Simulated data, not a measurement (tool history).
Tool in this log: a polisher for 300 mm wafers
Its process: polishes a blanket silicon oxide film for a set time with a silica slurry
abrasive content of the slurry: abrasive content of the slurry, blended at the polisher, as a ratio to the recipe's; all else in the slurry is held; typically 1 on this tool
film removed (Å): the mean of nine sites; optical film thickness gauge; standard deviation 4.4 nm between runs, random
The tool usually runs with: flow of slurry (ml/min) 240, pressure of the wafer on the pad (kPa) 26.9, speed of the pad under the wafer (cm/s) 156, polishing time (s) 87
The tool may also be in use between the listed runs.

| run | day | flow of slurry (ml/min) | pressure of the wafer on the pad (kPa) | speed of the pad under the wafer (cm/s) | abrasive content of the slurry | polishing time (s) | wafers since the last listed run | wafers polished on this pad | hours since the slurry nozzle was cleaned | hours since the head pressure was calibrated | hours since the slurry blender was calibrated | hours since the conditioning disc was replaced | incoming thickness of the incoming film, nm | film removed (Å) |
|---|---|---|---|---|---|---|---|---|---|---|---|---|---|---|
| 1 | 0 | 240 | 26.9 | 156 | 1 | 87 | 0 | 1448 | 130 | 631.9 | 76 | 284.9 | 1083.4 | 3122 |
| 2 | 2.579 | 240 | 26.9 | 156 | 1 | 87 | 457 | 1905 | 191.9 | 693.8 | 137.9 | 346.8 | 1098.8 | 3057 |
| 3 | 4.396 | 240 | 26.9 | 156 | 1 | 87 | 322 | 2227 | 235.5 | 737.4 | 181.5 | 390.4 | 1124.7 | 3173 |
|  | 6.225 | conditioning disc replaced and pad reconditioned |
| 4 | 6.288 | 240 | 26.9 | 156 | 1 | 87 | 320 | 2548 | 280.9 | 782.8 | 226.9 | 1.5 | 1108.3 | 3106 |
|  | 8.354 | worn pad replaced by a new one |
| 5 | 8.375 | 240 | 26.9 | 156 | 1 | 87 | 340 | 3 | 331 | 832.9 | 277 | 51.6 | 1115.5 | 3175 |
| 6 | 10.246 | 240 | 26.9 | 156 | 0.75 | 87 | 331 | 335 | 375.9 | 877.8 | 321.9 | 96.5 | 1113.9 | 2800 |
|  | 10.533 | slurry nozzle cleaned |
|  | 11.154 | slurry blender recalibrated |
| 7 | 12.288 | 240 | 36.5 | 156 | 1.2 | 87 | 339 | 675 | 42.1 | 926.8 | 27.2 | 145.5 | 1102.4 | 4503 |
| 8 | 21.233 | 240 | 26.9 | 202 | 0.8 | 87 | 1585 | 2260 | 256.8 | 1141.5 | 241.9 | 360.2 | 1111.9 | 3583 |
|  | 22.296 | conditioning disc replaced and pad reconditioned |
|  | 23.838 | head pressure recalibrated |
| 9 | 24.404 | 240 | 26.9 | 156 | 1 | 87 | 532 | 2793 | 332.9 | 13.6 | 318 | 50.6 | 1078.4 | 3134 |
|  | 24.917 | slurry nozzle cleaned |
|  | 26.004 | slurry blender recalibrated |
| 10 | 26.025 | 185 | 18.6 | 180 | 0.75 | 87 | 265 | 3058 | 26.6 | 52.5 | 0.5 | 89.5 | 1091.9 | 2078 |
|  | 27.367 | worn pad replaced by a new one |
| 11 | 28.412 | 240 | 30.3 | 156 | 1 | 76 | 393 | 185 | 83.9 | 109.8 | 57.8 | 146.8 | 1097.8 | 3132 |
| 12 | 29.596 | 280 | 21.4 | 204 | 1 | 113 | 209 | 395 | 112.3 | 138.2 | 86.2 | 175.2 | 1102.4 | 4155 |
| 13 | 31.925 | 265 | 22.8 | 156 | 1.2 | 61 | 412 | 808 | 168.2 | 194.1 | 142.1 | 231.1 | 1103.2 | 2011 |
| 14 | 33.046 | 240 | 26.9 | 156 | 0.85 | 87 | 198 | 1006 | 195.1 | 221 | 169 | 258 | 1099.2 | 2977 |
| 15 | 34.479 | 240 | 26.9 | 156 | 1 | 87 | 254 | 1260 | 229.5 | 255.4 | 203.4 | 292.4 | 1097.3 | 3107 |
| 16 | 36.142 | 240 | 26.9 | 156 | 1 | 87 | 294 | 1555 | 269.4 | 295.3 | 243.3 | 332.3 | 1099.9 | 3133 |
|  | 37.112 | conditioning disc replaced and pad reconditioned |
| 17 | 37.171 | 240 | 26.9 | 156 | 1 | 87 | 167 | 1723 | 294.1 | 320 | 268 | 1.4 | 1119.5 | 3161 |
| 18 | 38.738 | 320 | 26.9 | 156 | 0.8 | 87 | 277 | 2000 | 331.7 | 357.6 | 305.6 | 39 | 1121.7 | 2909 |
|  | 40.562 | slurry nozzle cleaned |
|  | 41.442 | slurry blender recalibrated |
| 19 | 41.462 | 240 | 22.8 | 178 | 0.85 | 78 | 460 | 2461 | 21.6 | 423 | 0.5 | 104.4 | 1089.7 | 2549 |
| 20 | 43.083 | 200 | 20 | 156 | 1.2 | 87 | 287 | 2749 | 60.5 | 461.9 | 39.4 | 143.3 | 1096.1 | 2427 |
|  | 44.25 | worn pad replaced by a new one |
| 21 | 44.779 | 240 | 26.9 | 156 | 1 | 87 | 271 | 93 | 101.2 | 502.6 | 80.1 | 184 | 1117.9 | 3165 |
| 22 | 46.433 | 185 | 26.9 | 156 | 1.15 | 62 | 293 | 386 | 140.9 | 542.3 | 119.8 | 223.7 | 1109 | 2257 |
| 23 | 48.588 | 240 | 33.8 | 200 | 0.7 | 72 | 381 | 768 | 192.6 | 594 | 171.5 | 275.4 | 1093.5 | 3568 |
| 24 | 50.012 | 240 | 26.9 | 156 | 1 | 87 | 252 | 1021 | 226.8 | 628.2 | 205.7 | 309.6 | 1102.1 | 3117 |
| 25 | 52.533 | 305 | 26.9 | 156 | 1.15 | 109 | 446 | 1468 | 287.3 | 688.7 | 266.2 | 370.1 | 1100.7 | 4351 |
|  | 53.192 | conditioning disc replaced and pad reconditioned |
| 26 | 54.729 | 240 | 17.2 | 156 | 1 | 87 | 374 | 1842 | 340 | 741.4 | 318.9 | 36.9 | 1086.6 | 2033 |

3 ways to go on from here, each from the tool as it stands after run 26. What would each give?
| A | 54.75 | 240 | 26.9 | 156 | 1 | 87 | 3 | 1846 | 340.5 | 741.9 | 319.4 | 37.4 | 1101.3 | ? |
| B | 54.75 | 185 | 26.9 | 122 | 1 | 87 | 3 | 1846 | 340.5 | 741.9 | 319.4 | 37.4 | 1101.3 | ? |
| C | 54.75 | 285 | 26.9 | 156 | 0.75 | 87 | 3 | 1846 | 340.5 | 741.9 | 319.4 | 37.4 | 1101.3 | ? |

| run | film removed (Å) |
|---|---|
| A | 3189 |
| B | 2524 |
| C | 2942 |
Without the tool's hidden state the same runs would have given:
| run | film removed (Å) |
|---|---|
| A | 3189 |
| B | 2524 |
| C | 2942 |

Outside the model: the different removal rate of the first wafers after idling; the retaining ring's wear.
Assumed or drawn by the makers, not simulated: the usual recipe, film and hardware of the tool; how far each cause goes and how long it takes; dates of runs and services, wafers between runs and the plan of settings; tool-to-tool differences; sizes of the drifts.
